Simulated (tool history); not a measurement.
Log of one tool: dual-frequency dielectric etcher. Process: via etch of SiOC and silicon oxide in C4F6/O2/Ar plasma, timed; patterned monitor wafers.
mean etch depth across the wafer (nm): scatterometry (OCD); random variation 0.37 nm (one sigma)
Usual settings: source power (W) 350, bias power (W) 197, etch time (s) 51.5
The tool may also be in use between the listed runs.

run,hour,source power (W),bias power (W),etch time (s),"read-back reference wafer on the same gauge, depth_nm",mean etch depth across the wafer (nm)
1,0.0,350,197,51.5,59.3,59.2
2,35.4,350,197,51.5,59.4,60.2
3,59.4,350,197,51.5,59.3,60.1
4,92.3,350,234,51.5,59.1,65.4
5,105.1,350,234,51.5,59.3,65.6
6,129.2,350,234,51.5,59.3,65.1
7,160.5,320,197,46.5,59.2,52.6
8,185.2,320,197,46.5,59.3,52.9
# hour 209.7: wet clean of the chamber
9,216.0,350,197,51.5,59.2,58.7
# hour 240.4: upper electrode replaced
10,247.4,350,197,51.5,59.4,58.5
11,274.2,350,197,51.5,59.2,58.3
12,307.8,300,197,61.5,59.3,67.5
13,324.8,300,197,61.5,59.4,67.9
14,347.1,320,226,45.0,59.2,54.6
# hour 348.7: gauge calibrated
15,369.7,350,197,51.5,59.4,59.6
16,394.6,350,239,41.0,59.4,52.0
17,412.9,400,245,46.0,59.3,60.7
# hour 428.5: bias power generator calibrated
18,434.8,350,197,51.5,59.4,59.2
# hour 457.1: source power generator calibrated
19,457.6,350,197,62.5,59.3,72.5
20,479.6,300,218,64.5,59.4,76.5
21,498.0,350,197,51.5,59.2,59.5
22,524.9,320,156,60.5,59.3,60.0
23,550.9,320,197,46.5,59.5,52.7
24,571.1,350,197,51.5,59.4,60.5
25,591.2,320,172,64.0,59.3,68.1
26,625.0,310,179,47.0,59.5,50.0

Forecast each of these 5 alternatives for the next run:
A,625.4,350,197,51.5,?,?
B,625.4,400,197,51.5,?,?
C,625.4,390,151,63.0,?,?
D,625.4,350,232,51.5,?,?
E,625.4,380,225,38.5,?,?

run,"read-back reference wafer on the same gauge, depth_nm",mean etch depth across the wafer (nm)
A,59.2,59.7
B,59.2,61.6
C,59.2,64.7
D,59.2,64.9
E,59.2,48.7
Without the tool's hidden state the same runs would have given:
run,mean etch depth across the wafer (nm)
A,58.4
B,60.3
C,63.3
D,63.5
E,47.7
